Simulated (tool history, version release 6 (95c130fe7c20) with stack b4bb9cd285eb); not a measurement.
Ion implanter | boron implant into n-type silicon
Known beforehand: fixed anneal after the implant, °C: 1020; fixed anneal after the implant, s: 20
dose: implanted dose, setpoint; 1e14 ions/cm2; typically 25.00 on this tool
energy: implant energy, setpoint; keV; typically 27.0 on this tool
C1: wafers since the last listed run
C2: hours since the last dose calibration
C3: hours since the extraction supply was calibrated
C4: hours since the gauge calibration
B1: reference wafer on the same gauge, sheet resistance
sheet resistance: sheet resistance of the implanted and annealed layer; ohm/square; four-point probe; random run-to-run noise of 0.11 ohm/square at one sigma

run 1 hour=0.0 | dose=25.00 energy=34.0 | C1=0 C2=893.2 C3=1815.1 C4=294.2 | B1=65.72 | sheet_resistance=52.15
run 2 hour=50.0 | dose=25.00 energy=34.0 | C1=472 C2=943.2 C3=1865.1 C4=344.2 | B1=65.69 | sheet_resistance=52.06
run 3 hour=67.3 | dose=25.00 energy=27.0 | C1=163 C2=960.5 C3=1882.4 C4=361.5 | B1=65.70 | sheet_resistance=54.85
run 4 hour=98.4 | dose=25.00 energy=27.0 | C1=293 C2=991.6 C3=1913.5 C4=392.6 | B1=65.69 | sheet_resistance=55.04
-- hour=104.1 gauge calibrated
run 5 hour=121.5 | dose=22.07 energy=27.0 | C1=218 C2=1014.7 C3=1936.6 C4=17.4 | B1=65.75 | sheet_resistance=59.17
run 6 hour=143.7 | dose=22.07 energy=27.0 | C1=209 C2=1036.9 C3=1958.8 C4=39.6 | B1=65.70 | sheet_resistance=59.11
run 7 hour=162.0 | dose=25.00 energy=27.0 | C1=172 C2=1055.2 C3=1977.1 C4=57.9 | B1=65.68 | sheet_resistance=55.17
run 8 hour=179.0 | dose=25.00 energy=27.0 | C1=160 C2=1072.2 C3=1994.1 C4=74.9 | B1=65.68 | sheet_resistance=54.94
run 9 hour=200.2 | dose=19.11 energy=27.0 | C1=200 C2=1093.4 C3=2015.3 C4=96.1 | B1=65.71 | sheet_resistance=64.99
run 10 hour=216.3 | dose=19.11 energy=27.0 | C1=152 C2=1109.5 C3=2031.4 C4=112.2 | B1=65.69 | sheet_resistance=64.85
run 11 hour=322.3 | dose=29.39 energy=27.0 | C1=1001 C2=1215.5 C3=2137.4 C4=218.2 | B1=65.68 | sheet_resistance=50.46
-- hour=358.3 extraction supply calibrated
run 12 hour=358.8 | dose=29.39 energy=27.0 | C1=269 C2=1252.0 C3=0.5 C4=254.7 | B1=65.70 | sheet_resistance=50.60
run 13 hour=382.4 | dose=25.00 energy=27.0 | C1=223 C2=1275.6 C3=24.1 C4=278.3 | B1=65.68 | sheet_resistance=55.04
run 14 hour=412.5 | dose=28.48 energy=36.0 | C1=284 C2=1305.7 C3=54.2 C4=308.4 | B1=65.74 | sheet_resistance=47.27
run 15 hour=429.8 | dose=29.42 energy=19.5 | C1=163 C2=1323.0 C3=71.5 C4=325.7 | B1=65.68 | sheet_resistance=57.20
-- hour=456.6 gauge calibrated
run 16 hour=459.1 | dose=19.11 energy=27.0 | C1=276 C2=1352.3 C3=100.8 C4=2.5 | B1=65.72 | sheet_resistance=65.12
run 17 hour=485.1 | dose=25.00 energy=27.0 | C1=245 C2=1378.3 C3=126.8 C4=28.5 | B1=65.71 | sheet_resistance=54.77
run 18 hour=500.3 | dose=25.00 energy=27.0 | C1=143 C2=1393.5 C3=142.0 C4=43.7 | B1=65.69 | sheet_resistance=54.94
-- hour=520.7 Faraday cup replaced and dose calibrated
run 19 hour=521.2 | dose=19.93 energy=34.0 | C1=121 C2=0.5 C3=162.9 C4=64.6 | B1=65.68 | sheet_resistance=61.10
run 20 hour=554.8 | dose=25.00 energy=30.5 | C1=317 C2=34.1 C3=196.5 C4=98.2 | B1=65.70 | sheet_resistance=53.18
run 21 hour=567.0 | dose=29.41 energy=34.0 | C1=115 C2=46.3 C3=208.7 C4=110.4 | B1=65.75 | sheet_resistance=47.12
run 22 hour=580.1 | dose=29.77 energy=27.0 | C1=123 C2=59.4 C3=221.8 C4=123.5 | B1=65.72 | sheet_resistance=50.32
run 23 hour=595.5 | dose=29.03 energy=27.0 | C1=145 C2=74.8 C3=237.2 C4=138.9 | B1=65.74 | sheet_resistance=50.80
run 24 hour=625.5 | dose=20.02 energy=33.5 | C1=283 C2=104.8 C3=267.2 C4=168.9 | B1=65.71 | sheet_resistance=60.97
run 25 hour=655.8 | dose=31.47 energy=35.0 | C1=286 C2=135.1 C3=297.5 C4=199.2 | B1=65.67 | sheet_resistance=45.32
run 26 hour=681.2 | dose=25.00 energy=27.0 | C1=240 C2=160.5 C3=322.9 C4=224.6 | B1=65.69 | sheet_resistance=54.88

For each entry between runs, how does the tool's hidden state at the last listed run before it compare with that at the first listed run after it?
In the gap between runs 4 and 5: gauge calibrated (hour 104.1)
  both runs share identical hidden conditions
In the gap between runs 11 and 12: extraction supply calibrated (hour 358.3)
  both runs share identical hidden conditions
In the gap between runs 15 and 16: gauge calibrated (hour 456.6)
  both runs share identical hidden conditions
In the gap between runs 18 and 19: Faraday cup replaced and dose calibrated (hour 520.7)
  both runs share identical hidden conditions

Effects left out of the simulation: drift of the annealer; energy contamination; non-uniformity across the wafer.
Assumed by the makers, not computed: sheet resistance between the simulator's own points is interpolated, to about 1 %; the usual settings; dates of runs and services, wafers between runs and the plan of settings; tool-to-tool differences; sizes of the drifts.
